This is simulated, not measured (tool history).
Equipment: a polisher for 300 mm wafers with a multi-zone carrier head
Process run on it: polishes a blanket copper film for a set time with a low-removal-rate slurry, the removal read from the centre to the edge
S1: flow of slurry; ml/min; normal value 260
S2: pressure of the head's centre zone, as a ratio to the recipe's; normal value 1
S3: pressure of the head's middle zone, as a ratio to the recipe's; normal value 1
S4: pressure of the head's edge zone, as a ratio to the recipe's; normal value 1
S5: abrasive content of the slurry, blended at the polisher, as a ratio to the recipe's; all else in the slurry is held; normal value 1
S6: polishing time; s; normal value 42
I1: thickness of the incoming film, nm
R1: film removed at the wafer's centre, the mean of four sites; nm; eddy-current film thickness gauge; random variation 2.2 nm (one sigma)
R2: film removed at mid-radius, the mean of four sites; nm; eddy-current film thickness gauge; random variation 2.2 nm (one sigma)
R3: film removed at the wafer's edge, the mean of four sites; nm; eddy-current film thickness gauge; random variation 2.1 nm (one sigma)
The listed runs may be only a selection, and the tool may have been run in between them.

run	hour	S1	S2	S3	S4	S5	S6	I1	R1	R2	R3
1	0	260	1	1	1	1	42	944.3	207.2	182.7	191.9
2	15.1	260	1	1	1	1	42	937.2	212.9	182.6	187.4
3	48.6	260	1	1	1	1	42	930.7	212.7	182.6	187.8
4	60.8	260	1	1	1.04	1	42	944.3	212.7	184	194.3
# hour 88.2: worn pad replaced by a new one
5	127.8	260	1	1	1	1	42	948.1	210.8	181	190.9
6	161	260	1	1	1	1	42	942.3	212.4	182.6	186.2
# hour 178.2: worn pad replaced by a new one
# hour 216.1: centre zone pressure recalibrated
# hour 233.6: edge zone pressure recalibrated
7	265.9	260	0.94	1	1	1	42	954.3	177.4	181.9	189.4
# hour 288.1: worn pad replaced by a new one
# hour 289.9: carrier head's membrane replaced by a new one
# hour 292.4: slurry nozzle cleaned
8	299.6	260	1	1	1	1.15	42	936.7	205.1	185.3	194.6
9	322	260	1	1.06	1	1	32	946.3	147.6	147.1	144.1
10	336.6	260	1	1	1	1	42	935.4	195.6	179.8	190
11	368.1	335	1	1	1	1	42	936.2	202.3	185.3	193.5
# hour 380.1: worn pad replaced by a new one
12	389.3	335	1	1	1	1	42	940.7	198.5	184.2	192.7
13	416.1	260	0.96	0.96	1	1	42	940.4	190.9	177.9	189.7
14	434.7	260	1	1.11	1	0.9	47	938.9	220.4	217.1	208.3
15	464.1	260	1	0.92	1	1	42	941.9	199.2	175.3	187.8
# hour 478.1: worn pad replaced by a new one
16	487.7	260	1	1	0.89	1	54	956	261	229.8	231.5

5 ways to go on from here, each from the tool as it stands after run 16. What would each give?
A	488.1	260	1	1	1	1	42	925	?	?	?
B	488.1	315	1	1	1	0.75	42	925	?	?	?
C	488.1	170	1	1	1.06	0.9	57	925	?	?	?
D	488.1	260	1	1	1	1.25	42	925	?	?	?
E	488.1	260	1.08	1	1	1	47	925	?	?	?

run	R1	R2	R3
A	203.4	177.9	188.4
B	195.2	170.4	179.7
C	256.8	225.8	248.8
D	213.3	186.6	197.6
E	245.8	199	210.8
The same runs, with their run-to-run variation unchanged, on a tool lacking any hidden condition would have given:
run	R1	R2	R3
A	188.7	178	188.4
B	181.1	170.5	179.7
C	238.2	225.9	248.8
D	197.9	186.7	197.6
E	228.1	199.1	210.8
